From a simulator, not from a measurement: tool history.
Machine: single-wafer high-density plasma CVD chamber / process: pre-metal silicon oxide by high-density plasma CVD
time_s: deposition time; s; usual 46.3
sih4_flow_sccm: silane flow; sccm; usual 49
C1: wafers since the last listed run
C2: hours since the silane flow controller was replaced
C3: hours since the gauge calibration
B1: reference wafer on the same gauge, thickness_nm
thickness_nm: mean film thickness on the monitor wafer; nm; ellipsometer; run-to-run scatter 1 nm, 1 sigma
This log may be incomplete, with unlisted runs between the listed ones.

run 1 hour=0.0 | time_s=46.3 sih4_flow_sccm=49 | C1=0 C2=2012.6 C3=600.6 | B1=228.040 | thickness_nm=241.293
run 2 hour=31.5 | time_s=46.3 sih4_flow_sccm=49 | C1=479 C2=2044.1 C3=632.1 | B1=227.756 | thickness_nm=242.635
run 3 hour=66.7 | time_s=46.3 sih4_flow_sccm=49 | C1=535 C2=2079.3 C3=667.3 | B1=227.892 | thickness_nm=243.488
run 4 hour=91.6 | time_s=46.3 sih4_flow_sccm=49 | C1=378 C2=2104.2 C3=692.2 | B1=227.885 | thickness_nm=241.115
run 5 hour=103.7 | time_s=46.3 sih4_flow_sccm=49 | C1=184 C2=2116.3 C3=704.3 | B1=227.646 | thickness_nm=242.341
run 6 hour=134.8 | time_s=46.3 sih4_flow_sccm=49 | C1=473 C2=2147.4 C3=735.4 | B1=227.715 | thickness_nm=244.537
run 7 hour=172.8 | time_s=46.3 sih4_flow_sccm=55 | C1=577 C2=2185.4 C3=773.4 | B1=228.444 | thickness_nm=273.894
run 8 hour=207.6 | time_s=46.3 sih4_flow_sccm=55 | C1=529 C2=2220.2 C3=808.2 | B1=227.816 | thickness_nm=273.404
run 9 hour=256.5 | time_s=46.3 sih4_flow_sccm=49 | C1=743 C2=2269.1 C3=857.1 | B1=227.892 | thickness_nm=242.025
run 10 hour=272.2 | time_s=46.3 sih4_flow_sccm=49 | C1=238 C2=2284.8 C3=872.8 | B1=227.746 | thickness_nm=242.636
run 11 hour=293.5 | time_s=46.3 sih4_flow_sccm=49 | C1=323 C2=2306.1 C3=894.1 | B1=227.979 | thickness_nm=243.624
run 12 hour=391.6 | time_s=44.1 sih4_flow_sccm=49 | C1=1492 C2=2404.2 C3=992.2 | B1=227.770 | thickness_nm=231.840
run 13 hour=413.9 | time_s=44.1 sih4_flow_sccm=49 | C1=339 C2=2426.5 C3=1014.5 | B1=227.924 | thickness_nm=233.896
run 14 hour=476.4 | time_s=44.1 sih4_flow_sccm=49 | C1=950 C2=2489.0 C3=1077.0 | B1=228.069 | thickness_nm=232.466
run 15 hour=562.1 | time_s=46.3 sih4_flow_sccm=49 | C1=1303 C2=2574.7 C3=1162.7 | B1=228.581 | thickness_nm=243.916
run 16 hour=589.9 | time_s=46.3 sih4_flow_sccm=49 | C1=422 C2=2602.5 C3=1190.5 | B1=227.810 | thickness_nm=243.786
run 17 hour=625.7 | time_s=46.3 sih4_flow_sccm=49 | C1=544 C2=2638.3 C3=1226.3 | B1=227.936 | thickness_nm=245.085
run 18 hour=642.8 | time_s=46.3 sih4_flow_sccm=49 | C1=260 C2=2655.4 C3=1243.4 | B1=227.637 | thickness_nm=245.298
-- hour=646.2 gauge calibrated
run 19 hour=671.6 | time_s=46.3 sih4_flow_sccm=49 | C1=438 C2=2684.2 C3=25.4 | B1=228.116 | thickness_nm=242.337
run 20 hour=690.0 | time_s=46.3 sih4_flow_sccm=49 | C1=279 C2=2702.6 C3=43.8 | B1=227.887 | thickness_nm=244.821
run 21 hour=713.0 | time_s=46.3 sih4_flow_sccm=49 | C1=349 C2=2725.6 C3=66.8 | B1=227.768 | thickness_nm=244.929
run 22 hour=728.5 | time_s=46.3 sih4_flow_sccm=56 | C1=235 C2=2741.1 C3=82.3 | B1=227.796 | thickness_nm=275.741
run 23 hour=758.0 | time_s=46.3 sih4_flow_sccm=54 | C1=448 C2=2770.6 C3=111.8 | B1=228.073 | thickness_nm=271.999
run 24 hour=775.5 | time_s=46.3 sih4_flow_sccm=49 | C1=266 C2=2788.1 C3=129.3 | B1=227.914 | thickness_nm=242.857
run 25 hour=803.4 | time_s=46.3 sih4_flow_sccm=44 | C1=424 C2=2816.0 C3=157.2 | B1=227.817 | thickness_nm=221.572
run 26 hour=817.6 | time_s=46.3 sih4_flow_sccm=42 | C1=215 C2=2830.2 C3=171.4 | B1=228.131 | thickness_nm=207.466
run 27 hour=834.0 | time_s=46.3 sih4_flow_sccm=57 | C1=249 C2=2846.6 C3=187.8 | B1=228.139 | thickness_nm=280.811
run 28 hour=847.4 | time_s=46.3 sih4_flow_sccm=56 | C1=203 C2=2860.0 C3=201.2 | B1=227.933 | thickness_nm=280.658
run 29 hour=913.8 | time_s=46.3 sih4_flow_sccm=53 | C1=1009 C2=2926.4 C3=267.6 | B1=228.232 | thickness_nm=264.735
run 30 hour=1019.0 | time_s=51.5 sih4_flow_sccm=45 | C1=1600 C2=3031.6 C3=372.8 | B1=227.994 | thickness_nm=250.005
run 31 hour=1052.4 | time_s=46.3 sih4_flow_sccm=49 | C1=508 C2=3065.0 C3=406.2 | B1=228.514 | thickness_nm=243.428
run 32 hour=1070.2 | time_s=37.3 sih4_flow_sccm=49 | C1=270 C2=3082.8 C3=424.0 | B1=227.987 | thickness_nm=196.226
run 33 hour=1082.8 | time_s=46.3 sih4_flow_sccm=49 | C1=191 C2=3095.4 C3=436.6 | B1=227.771 | thickness_nm=244.109
-- hour=1091.7 silane flow controller replaced
run 34 hour=1106.5 | time_s=49.3 sih4_flow_sccm=49 | C1=238 C2=14.8 C3=460.3 | B1=227.587 | thickness_nm=242.012
run 35 hour=1139.0 | time_s=46.3 sih4_flow_sccm=55 | C1=494 C2=47.3 C3=492.8 | B1=228.031 | thickness_nm=257.429
run 36 hour=1164.1 | time_s=46.3 sih4_flow_sccm=49 | C1=381 C2=72.4 C3=517.9 | B1=228.432 | thickness_nm=231.333
run 37 hour=1179.8 | time_s=39.4 sih4_flow_sccm=40 | C1=238 C2=88.1 C3=533.6 | B1=227.968 | thickness_nm=159.738
run 38 hour=1215.6 | time_s=37.9 sih4_flow_sccm=41 | C1=544 C2=123.9 C3=569.4 | B1=227.791 | thickness_nm=157.956
run 39 hour=1239.9 | time_s=38.9 sih4_flow_sccm=53 | C1=369 C2=148.2 C3=593.7 | B1=227.662 | thickness_nm=210.564
run 40 hour=1271.5 | time_s=38.3 sih4_flow_sccm=43 | C1=480 C2=179.8 C3=625.3 | B1=227.477 | thickness_nm=167.550
run 41 hour=1294.8 | time_s=41.0 sih4_flow_sccm=41 | C1=354 C2=203.1 C3=648.6 | B1=228.001 | thickness_nm=171.957
run 42 hour=1314.7 | time_s=49.5 sih4_flow_sccm=49 | C1=302 C2=223.0 C3=668.5 | B1=227.633 | thickness_nm=246.489
run 43 hour=1330.9 | time_s=54.2 sih4_flow_sccm=42 | C1=246 C2=239.2 C3=684.7 | B1=227.537 | thickness_nm=231.321
run 44 hour=1426.1 | time_s=46.3 sih4_flow_sccm=45 | C1=1447 C2=334.4 C3=779.9 | B1=228.082 | thickness_nm=212.307

3 options for the next run, each taken on its own from the tool as it stands now. Forecast them:
run A hour=1426.5 | time_s=38.2 sih4_flow_sccm=49 | C1=6 C2=334.8 C3=780.3 | B1=? | thickness_nm=?
run B hour=1426.5 | time_s=39.8 sih4_flow_sccm=53 | C1=6 C2=334.8 C3=780.3 | B1=? | thickness_nm=?
run C hour=1426.5 | time_s=46.3 sih4_flow_sccm=58 | C1=6 C2=334.8 C3=780.3 | B1=? | thickness_nm=?

run=A B1=228.157 thickness_nm=192.769
run=B B1=228.157 thickness_nm=217.238
run=C B1=228.157 thickness_nm=276.558
With the hidden condition removed and each run's random variation left untouched, the same runs would have given:
run=A thickness_nm=190.722
run=B thickness_nm=214.932
run=C thickness_nm=273.622
